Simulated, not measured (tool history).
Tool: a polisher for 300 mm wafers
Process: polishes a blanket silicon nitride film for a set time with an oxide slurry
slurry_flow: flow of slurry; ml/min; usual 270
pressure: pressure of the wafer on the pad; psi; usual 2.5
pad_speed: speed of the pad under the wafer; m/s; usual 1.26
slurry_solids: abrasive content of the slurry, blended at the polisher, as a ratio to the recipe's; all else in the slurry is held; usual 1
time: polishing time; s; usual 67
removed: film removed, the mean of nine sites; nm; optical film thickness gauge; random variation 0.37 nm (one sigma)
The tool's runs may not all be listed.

run,hour,slurry_flow,pressure,pad_speed,slurry_solids,time,"incoming thickness of the incoming film, nm",removed
1,0,270,2.5,1.26,1,67,257.1,30.1
# hour 5.3: worn pad replaced by a new one
2,42.3,270,2.5,1.26,1,67,256.8,29.5
3,93.7,270,2.5,1.26,0.85,67,261.8,28.1
# hour 120.3: slurry nozzle cleaned
4,166.8,270,2.5,1.26,0.85,67,261,30.9
# hour 203.4: conditioning disc replaced and pad reconditioned
5,253,270,3,1.26,1,67,261.4,39
# hour 256.5: slurry blender recalibrated
6,289.8,270,3,1.26,1,67,258.9,37.3
7,343.4,270,3,1.26,1,67,255.2,37.7
# hour 347.1: head pressure recalibrated
# hour 387: worn pad replaced by a new one
8,442.5,270,2.5,1.26,1,67,260.7,31.6
9,481.5,270,2.5,1.26,1,67,261.6,31.6
10,550,270,2.5,1.26,1,67,262.5,31.8
11,595.6,270,2.5,1.26,1,67,259.2,31.3
# hour 612.9: conditioning disc replaced and pad reconditioned
# hour 645.8: slurry blender recalibrated
12,656.4,220,2.5,1.54,0.7,75,255.6,33.3
# hour 696: worn pad replaced by a new one
13,710.1,270,2.5,1,1,67,256.8,27.6
14,782.4,270,2.5,1.26,1,67,263.4,30.6

The next listed run, before its measurement:
# hour 838.2: slurry nozzle cleaned
# hour 838.2: head pressure recalibrated
15,959.2,270,1.9,1.26,1,67,260.8,?

{"run 15": {"removed": 24.3}}
Without the tool's hidden state the same run would have given removed 24.3 nm.
